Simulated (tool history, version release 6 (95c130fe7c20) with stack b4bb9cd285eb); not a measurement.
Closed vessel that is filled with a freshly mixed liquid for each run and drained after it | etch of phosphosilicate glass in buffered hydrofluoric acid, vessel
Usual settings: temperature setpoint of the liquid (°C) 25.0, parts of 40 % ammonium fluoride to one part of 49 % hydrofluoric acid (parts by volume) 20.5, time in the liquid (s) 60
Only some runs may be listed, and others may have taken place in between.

run	day	temperature setpoint of the liquid (°C)	parts of 40 % ammonium fluoride to one part of 49 % hydrofluoric acid (parts by volume)	time in the liquid (s)	read-back film thickness of the phosphosilicate glass reference wafer, read on the same gauge (nm)	thickness taken off the phosphosilicate glass on a monitor wafer (angstrom)
1	0.000	25.0	20.5	60	130.00	2589.8
2	0.867	25.0	20.5	60	129.99	2660.8
3	1.417	25.0	20.5	60	129.99	2662.7
4	2.738	25.0	20.5	60	130.02	2648.6
5	3.525	25.0	20.5	60	130.03	2659.7
6	4.325	25.0	20.5	60	130.00	2700.1
# day 4.800: gauge calibrated
7	5.258	25.0	20.5	60	130.02	2715.5
8	6.150	25.0	16.0	30	129.99	1692.9
9	6.983	22.5	15.0	80	130.02	4339.9
10	9.142	25.0	17.5	40	129.98	2099.9
# day 9.433: hydrofluoric acid flow meter replaced
# day 9.925: thermometer replaced
11	10.254	21.5	20.5	95	129.95	2967.4
12	11.238	25.0	20.5	60	129.98	2335.6
13	12.229	28.0	14.0	90	130.02	5992.3
14	13.104	25.0	20.5	60	130.04	2325.1

Selected run-to-run steps in thickness taken off the phosphosilicate glass on a monitor wafer (angstrom), each split into two signed amounts: the part the tool would show with no hidden state at all (from settings, incoming material and random variation), and the remainder, which goes to the hidden state together with any gauge scatter not common to the measured and the hidden-state-free results:
The tool's hidden condition here consists of: liquid hotter than its thermometer reads (K); hydrofluoric acid flow below the setpoint (%); gauge reads high (%).
Run 8 -> 9: temperature setpoint of the liquid (°C) 25.0 -> 22.5, parts of 40 % ammonium fluoride to one part of 49 % hydrofluoric acid (parts by volume) 16.0 -> 15.0, time in the liquid (s) 30 -> 80. thickness taken off the phosphosilicate glass on a monitor wafer (angstrom) +2647.0: hidden state +423.0, all else +2224.0.
Run 13 -> 14: temperature setpoint of the liquid (°C) 28.0 -> 25.0, parts of 40 % ammonium fluoride to one part of 49 % hydrofluoric acid (parts by volume) 14.0 -> 20.5, time in the liquid (s) 90 -> 60. thickness taken off the phosphosilicate glass on a monitor wafer (angstrom) -3667.2: hidden state -59.8, all else -3607.4.

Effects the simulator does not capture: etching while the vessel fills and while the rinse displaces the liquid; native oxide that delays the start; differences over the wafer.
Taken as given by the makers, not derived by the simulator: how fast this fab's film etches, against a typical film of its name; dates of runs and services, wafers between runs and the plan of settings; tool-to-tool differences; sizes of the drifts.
